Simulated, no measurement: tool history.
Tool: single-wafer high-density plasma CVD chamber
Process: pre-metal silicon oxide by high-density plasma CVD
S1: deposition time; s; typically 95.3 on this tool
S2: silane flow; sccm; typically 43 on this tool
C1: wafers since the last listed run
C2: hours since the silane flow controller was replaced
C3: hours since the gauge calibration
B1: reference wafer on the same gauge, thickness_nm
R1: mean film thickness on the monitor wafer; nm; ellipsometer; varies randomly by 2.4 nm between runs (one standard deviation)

run,hour,S1,S2,C1,C2,C3,B1,R1
1,0,87.7,43,0,2948.3,156.1,427.558,417.196
2,56.6,95.3,49,675,3004.9,212.7,427.14,521.258
3,108,95.3,49,613,3056.3,264.1,426.353,512.217
4,133.4,95.3,49,303,3081.7,289.5,426.336,521.156
5,200.6,95.3,47,802,3148.9,356.7,427.763,494.733
6,265.1,95.3,38,770,3213.4,421.2,426.806,406.706
7,313,95.3,38,572,3261.3,469.1,427.104,399.281
8,370.1,88,43,681,3318.4,526.2,426.847,422.297
9,421.2,95.3,43,610,3369.5,577.3,427.383,457.681
10,470.8,95.3,43,592,3419.1,626.9,426.836,454.883
11,520.5,85.1,43,593,3468.8,676.6,427.044,407.599
12,589.3,95.3,43,821,3537.6,745.4,427.24,456.133
13,656.4,101.7,49,801,3604.7,812.5,427.272,555.057
14,706.2,100.9,46,594,3654.5,862.3,427.968,516.95
# hour 752.9: gauge calibrated
15,769.7,110.5,36,758,3718,16.8,426.479,440.805
# hour 830.3: silane flow controller replaced
16,830.8,86.4,50,634,0.5,77.9,427.106,484.279
17,891.1,77.4,51,720,60.8,138.2,427.333,436.804
18,920.6,110.3,43,352,90.3,167.7,427.201,527.507
19,975.6,110.1,48,656,145.3,222.7,427.002,593.746
20,1031.5,95.3,43,667,201.2,278.6,426.398,458.604
21,1085.1,113,34,640,254.8,332.2,426.89,425.455
22,1151.1,95.3,43,788,320.8,398.2,425.693,453.633

Branching from run 22: 3 alternative next runs. What would each branch give?
A,1151.5,82.1,43,4,321.2,398.6,?,?
B,1151.5,95.3,39,4,321.2,398.6,?,?
C,1151.5,87.8,35,4,321.2,398.6,?,?

run,B1,R1
A,426.943,392.852
B,426.943,413.594
C,426.943,341.963
Without the tool's hidden state the same runs would have given:
run,R1
A,392.852
B,413.594
C,341.963

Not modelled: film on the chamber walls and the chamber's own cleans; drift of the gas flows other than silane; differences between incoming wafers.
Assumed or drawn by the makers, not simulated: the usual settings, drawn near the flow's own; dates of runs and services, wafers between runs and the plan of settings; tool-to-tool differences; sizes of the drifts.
